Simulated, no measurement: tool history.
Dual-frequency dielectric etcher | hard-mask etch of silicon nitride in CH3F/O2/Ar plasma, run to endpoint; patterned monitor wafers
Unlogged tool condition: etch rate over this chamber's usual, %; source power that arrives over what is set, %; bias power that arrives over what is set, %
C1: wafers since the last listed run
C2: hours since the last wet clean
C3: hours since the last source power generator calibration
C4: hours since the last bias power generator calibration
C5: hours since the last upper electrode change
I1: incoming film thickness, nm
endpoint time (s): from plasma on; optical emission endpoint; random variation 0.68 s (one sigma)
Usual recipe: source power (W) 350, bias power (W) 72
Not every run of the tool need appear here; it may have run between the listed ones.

run 1 day=0 | source_power_(W)=350 bias_power_(W)=72 | C1=0 C2=49.2 C3=1672.8 C4=4451.9 C5=3404.4 | I1=48.01 | endpoint_time_(s)=75.6
run 2 day=0.604 | source_power_(W)=350 bias_power_(W)=72 | C1=157 C2=63.7 C3=1687.3 C4=4466.4 C5=3418.9 | I1=48.21 | endpoint_time_(s)=76.4
run 3 day=2.096 | source_power_(W)=350 bias_power_(W)=72 | C1=387 C2=99.5 C3=1723.1 C4=4502.2 C5=3454.7 | I1=48.62 | endpoint_time_(s)=76.6
run 4 day=3.379 | source_power_(W)=410 bias_power_(W)=72 | C1=333 C2=130.3 C3=1753.9 C4=4533 C5=3485.5 | I1=48.04 | endpoint_time_(s)=71.2
run 5 day=4.542 | source_power_(W)=410 bias_power_(W)=72 | C1=302 C2=158.2 C3=1781.8 C4=4560.9 C5=3513.4 | I1=48.05 | endpoint_time_(s)=71.5
run 6 day=5.646 | source_power_(W)=410 bias_power_(W)=72 | C1=287 C2=184.7 C3=1808.3 C4=4587.4 C5=3539.9 | I1=48.53 | endpoint_time_(s)=71.3
run 7 day=6.392 | source_power_(W)=350 bias_power_(W)=72 | C1=193 C2=202.6 C3=1826.2 C4=4605.3 C5=3557.8 | I1=48.19 | endpoint_time_(s)=75.4
run 8 day=8.775 | source_power_(W)=350 bias_power_(W)=72 | C1=619 C2=259.8 C3=1883.4 C4=4662.5 C5=3615 | I1=48.25 | endpoint_time_(s)=75.4
-- day=9.483 source power generator calibrated
run 9 day=9.846 | source_power_(W)=310 bias_power_(W)=72 | C1=235 C2=285.5 C3=8.7 C4=4688.2 C5=3640.7 | I1=48.47 | endpoint_time_(s)=79
run 10 day=11.112 | source_power_(W)=400 bias_power_(W)=80 | C1=329 C2=315.9 C3=39.1 C4=4718.6 C5=3671.1 | I1=48.53 | endpoint_time_(s)=66.1
run 11 day=12.562 | source_power_(W)=350 bias_power_(W)=72 | C1=376 C2=350.7 C3=73.9 C4=4753.4 C5=3705.9 | I1=48.82 | endpoint_time_(s)=75.4
-- day=13.912 bias power generator calibrated
-- day=14.233 upper electrode replaced
run 12 day=14.254 | source_power_(W)=350 bias_power_(W)=72 | C1=312 C2=391.3 C3=114.5 C4=8.2 C5=0.5 | I1=47.87 | endpoint_time_(s)=72.6
run 13 day=15.4 | source_power_(W)=290 bias_power_(W)=84 | C1=297 C2=418.8 C3=142 C4=35.7 C5=28 | I1=48.02 | endpoint_time_(s)=71.1
-- day=17.471 wet clean of the chamber
run 14 day=17.492 | source_power_(W)=270 bias_power_(W)=80 | C1=283 C2=0.5 C3=192.2 C4=85.9 C5=78.2 | I1=48.5 | endpoint_time_(s)=80
run 15 day=17.508 | source_power_(W)=350 bias_power_(W)=72 | C1=4 C2=0.9 C3=192.6 C4=86.3 C5=78.6 | I1=47.95 | endpoint_time_(s)=75
run 16 day=17.838 | source_power_(W)=350 bias_power_(W)=77 | C1=85 C2=8.8 C3=200.5 C4=94.2 C5=86.5 | I1=48.47 | endpoint_time_(s)=73.6
run 17 day=19.25 | source_power_(W)=430 bias_power_(W)=81 | C1=367 C2=42.7 C3=234.4 C4=128.1 C5=120.4 | I1=47.98 | endpoint_time_(s)=64.7
run 18 day=20.596 | source_power_(W)=290 bias_power_(W)=72 | C1=349 C2=75 C3=266.7 C4=160.4 C5=152.7 | I1=48.25 | endpoint_time_(s)=82.8
run 19 day=21.846 | source_power_(W)=410 bias_power_(W)=88 | C1=324 C2=105 C3=296.7 C4=190.4 C5=182.7 | I1=48.29 | endpoint_time_(s)=62.7

What the log doesn't show, run by run:
source power that arrives over what is set, %: 0 in every run
bias power that arrives over what is set, %: 0 in every run
H1: etch rate over this chamber's usual, %
run=1 H1=0.667
run=2 H1=0.825
run=3 H1=1.22
run=4 H1=1.55
run=5 H1=1.86
run=6 H1=2.15
run=7 H1=2.34
run=8 H1=2.97
run=9 H1=3.25
run=10 H1=3.58
run=11 H1=3.96
run=12 H1=4.41
run=13 H1=4.71
run=14 H1=0.799
run=15 H1=0.803
run=16 H1=0.889
run=17 H1=1.26
run=18 H1=1.61
run=19 H1=1.94

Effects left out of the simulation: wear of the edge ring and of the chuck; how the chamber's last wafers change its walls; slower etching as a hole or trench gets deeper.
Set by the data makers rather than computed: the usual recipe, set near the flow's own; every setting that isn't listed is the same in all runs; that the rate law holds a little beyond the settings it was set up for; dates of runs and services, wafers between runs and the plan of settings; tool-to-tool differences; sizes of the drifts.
